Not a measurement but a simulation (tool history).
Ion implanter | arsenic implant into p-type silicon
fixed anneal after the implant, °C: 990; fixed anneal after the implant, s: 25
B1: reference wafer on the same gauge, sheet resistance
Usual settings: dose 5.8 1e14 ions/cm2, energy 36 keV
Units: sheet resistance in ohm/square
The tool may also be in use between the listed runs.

{"run": 1, "hour": 0.0, "dose": 6.72, "energy": 36, "B1": 173.97, "sheet resistance": 141.18}
{"run": 2, "hour": 98.4, "dose": 6.72, "energy": 36, "B1": 173.99, "sheet resistance": 140.88}
{"hour": 110.9, "done": "Faraday cup replaced and dose calibrated"}
{"run": 3, "hour": 201.8, "dose": 6.72, "energy": 36, "B1": 173.95, "sheet resistance": 142.15}
{"run": 4, "hour": 306.4, "dose": 5.8, "energy": 36, "B1": 173.94, "sheet resistance": 159.16}
{"run": 5, "hour": 349.0, "dose": 5.8, "energy": 36, "B1": 173.99, "sheet resistance": 159.29}
{"run": 6, "hour": 433.8, "dose": 5.8, "energy": 36, "B1": 174, "sheet resistance": 158.88}
{"run": 7, "hour": 534.8, "dose": 5.8, "energy": 36, "B1": 173.97, "sheet resistance": 158.85}
{"run": 8, "hour": 584.5, "dose": 5.8, "energy": 36, "B1": 173.99, "sheet resistance": 159.12}
{"run": 9, "hour": 650.4, "dose": 5.8, "energy": 36, "B1": 174.02, "sheet resistance": 158.67}
{"run": 10, "hour": 891.6, "dose": 5.8, "energy": 36, "B1": 173.96, "sheet resistance": 158.19}
{"run": 11, "hour": 974.0, "dose": 5.8, "energy": 36, "B1": 173.97, "sheet resistance": 158.58}
{"run": 12, "hour": 1024.9, "dose": 4.9, "energy": 43, "B1": 173.92, "sheet resistance": 175.36}
{"run": 13, "hour": 1115.7, "dose": 5.13, "energy": 36, "B1": 173.98, "sheet resistance": 174.11}
{"hour": 1177.6, "done": "Faraday cup replaced and dose calibrated"}
{"run": 14, "hour": 1200.4, "dose": 6.7, "energy": 36, "B1": 174, "sheet resistance": 142.45}
{"hour": 1237.3, "done": "gauge calibrated"}
{"run": 15, "hour": 1282.8, "dose": 5.8, "energy": 48.5, "B1": 174.01, "sheet resistance": 151.95}
{"hour": 1356.4, "done": "extraction supply calibrated"}
{"run": 16, "hour": 1597.3, "dose": 5.8, "energy": 31.5, "B1": 174.02, "sheet resistance": 162.39}
{"run": 17, "hour": 1653.9, "dose": 5.8, "energy": 36, "B1": 174.03, "sheet resistance": 158.28}
{"run": 18, "hour": 1727.3, "dose": 4.72, "energy": 47.5, "B1": 174.02, "sheet resistance": 178.48}
{"run": 19, "hour": 1778.2, "dose": 5.8, "energy": 36, "B1": 173.96, "sheet resistance": 158.37}
{"run": 20, "hour": 1840.9, "dose": 5.8, "energy": 36, "B1": 173.97, "sheet resistance": 158.5}
{"run": 21, "hour": 1939.7, "dose": 5.8, "energy": 36, "B1": 173.97, "sheet resistance": 158.25}
{"run": 22, "hour": 2047.1, "dose": 5.8, "energy": 36, "B1": 173.99, "sheet resistance": 158.15}
{"run": 23, "hour": 2252.1, "dose": 6.51, "energy": 28.5, "B1": 174, "sheet resistance": 150.82}

The same runs without the tool's hidden state, with the same run-to-run variation:
The hidden state here: deviation of the true dose from the Faraday cup's reading, %; deviation of the true energy from its setpoint, %; gauge reads high (%).
run=1 sheet_resistance=142.25
run=2 sheet_resistance=142.14
run=3 sheet_resistance=142.1
run=4 sheet_resistance=159.12
run=5 sheet_resistance=159.27
run=6 sheet_resistance=158.9
run=7 sheet_resistance=158.93
run=8 sheet_resistance=159.24
run=9 sheet_resistance=158.85
run=10 sheet_resistance=158.64
run=11 sheet_resistance=159.14
run=12 sheet_resistance=176.07
run=13 sheet_resistance=174.98
run=14 sheet_resistance=142.51
run=15 sheet_resistance=152.03
run=16 sheet_resistance=162.61
run=17 sheet_resistance=158.54
run=18 sheet_resistance=178.85
run=19 sheet_resistance=158.75
run=20 sheet_resistance=158.94
run=21 sheet_resistance=158.81
run=22 sheet_resistance=158.86
run=23 sheet_resistance=151.78
